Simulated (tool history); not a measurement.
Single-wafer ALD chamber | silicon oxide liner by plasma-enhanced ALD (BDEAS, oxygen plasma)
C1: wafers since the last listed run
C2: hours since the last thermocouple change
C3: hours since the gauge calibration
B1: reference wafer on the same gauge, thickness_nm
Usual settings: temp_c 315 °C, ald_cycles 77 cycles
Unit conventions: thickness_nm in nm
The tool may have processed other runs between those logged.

run 1 hour=0 | temp_c=315 ald_cycles=77 | C1=0 C2=2243.2 C3=464.6 | B1=8.071 | thickness_nm=6.78
run 2 hour=36 | temp_c=315 ald_cycles=77 | C1=140 C2=2279.2 C3=500.6 | B1=8.063 | thickness_nm=6.79
run 3 hour=99.7 | temp_c=324 ald_cycles=77 | C1=249 C2=2342.9 C3=564.3 | B1=8.068 | thickness_nm=6.661
run 4 hour=129.2 | temp_c=324 ald_cycles=77 | C1=115 C2=2372.4 C3=593.8 | B1=8.074 | thickness_nm=6.681
run 5 hour=184.6 | temp_c=324 ald_cycles=77 | C1=216 C2=2427.8 C3=649.2 | B1=8.073 | thickness_nm=6.738
run 6 hour=224.9 | temp_c=315 ald_cycles=77 | C1=157 C2=2468.1 C3=689.5 | B1=8.073 | thickness_nm=6.762
run 7 hour=290.3 | temp_c=315 ald_cycles=77 | C1=256 C2=2533.5 C3=754.9 | B1=8.078 | thickness_nm=6.748
-- hour=333.9 gauge calibrated
run 8 hour=348.8 | temp_c=315 ald_cycles=65 | C1=229 C2=2592 C3=14.9 | B1=8.07 | thickness_nm=5.734
-- hour=370.7 thermocouple changed; heater temperature recalibrated
run 9 hour=414.9 | temp_c=306 ald_cycles=77 | C1=227 C2=44.2 C3=81 | B1=8.07 | thickness_nm=6.934
run 10 hour=476.8 | temp_c=322 ald_cycles=77 | C1=242 C2=106.1 C3=142.9 | B1=8.062 | thickness_nm=6.738
run 11 hour=519 | temp_c=311 ald_cycles=77 | C1=165 C2=148.3 C3=185.1 | B1=8.065 | thickness_nm=6.839
run 12 hour=562.6 | temp_c=319 ald_cycles=82 | C1=170 C2=191.9 C3=228.7 | B1=8.069 | thickness_nm=7.193
run 13 hour=629.9 | temp_c=304 ald_cycles=85 | C1=263 C2=259.2 C3=296 | B1=8.069 | thickness_nm=7.691
run 14 hour=784.1 | temp_c=315 ald_cycles=77 | C1=603 C2=413.4 C3=450.2 | B1=8.073 | thickness_nm=6.816
run 15 hour=834.3 | temp_c=305 ald_cycles=90 | C1=196 C2=463.6 C3=500.4 | B1=8.067 | thickness_nm=8.024
run 16 hour=871.6 | temp_c=315 ald_cycles=77 | C1=146 C2=500.9 C3=537.7 | B1=8.074 | thickness_nm=6.82
run 17 hour=939.1 | temp_c=324 ald_cycles=69 | C1=264 C2=568.4 C3=605.2 | B1=8.069 | thickness_nm=6.04
run 18 hour=979.4 | temp_c=315 ald_cycles=77 | C1=157 C2=608.7 C3=645.5 | B1=8.075 | thickness_nm=6.78
run 19 hour=1023.1 | temp_c=309 ald_cycles=65 | C1=171 C2=652.4 C3=689.2 | B1=8.067 | thickness_nm=5.749
run 20 hour=1049.9 | temp_c=324 ald_cycles=62 | C1=104 C2=679.2 C3=716 | B1=8.069 | thickness_nm=5.415

Alternative continuations, all from the tool just after run 20; predict every row:
run A hour=1050.4 | temp_c=315 ald_cycles=77 | C1=1 C2=679.7 C3=716.5 | B1=? | thickness_nm=?
run B hour=1050.4 | temp_c=323 ald_cycles=77 | C1=1 C2=679.7 C3=716.5 | B1=? | thickness_nm=?
run C hour=1050.4 | temp_c=307 ald_cycles=86 | C1=1 C2=679.7 C3=716.5 | B1=? | thickness_nm=?
run D hour=1050.4 | temp_c=309 ald_cycles=92 | C1=1 C2=679.7 C3=716.5 | B1=? | thickness_nm=?

run=A B1=8.064 thickness_nm=6.782
run=B B1=8.064 thickness_nm=6.709
run=C B1=8.064 thickness_nm=7.656
run=D B1=8.064 thickness_nm=8.168
With the hidden condition removed and each run's random variation left untouched, the same runs would have given:
run=A thickness_nm=6.782
run=B thickness_nm=6.709
run=C thickness_nm=7.656
run=D thickness_nm=8.168

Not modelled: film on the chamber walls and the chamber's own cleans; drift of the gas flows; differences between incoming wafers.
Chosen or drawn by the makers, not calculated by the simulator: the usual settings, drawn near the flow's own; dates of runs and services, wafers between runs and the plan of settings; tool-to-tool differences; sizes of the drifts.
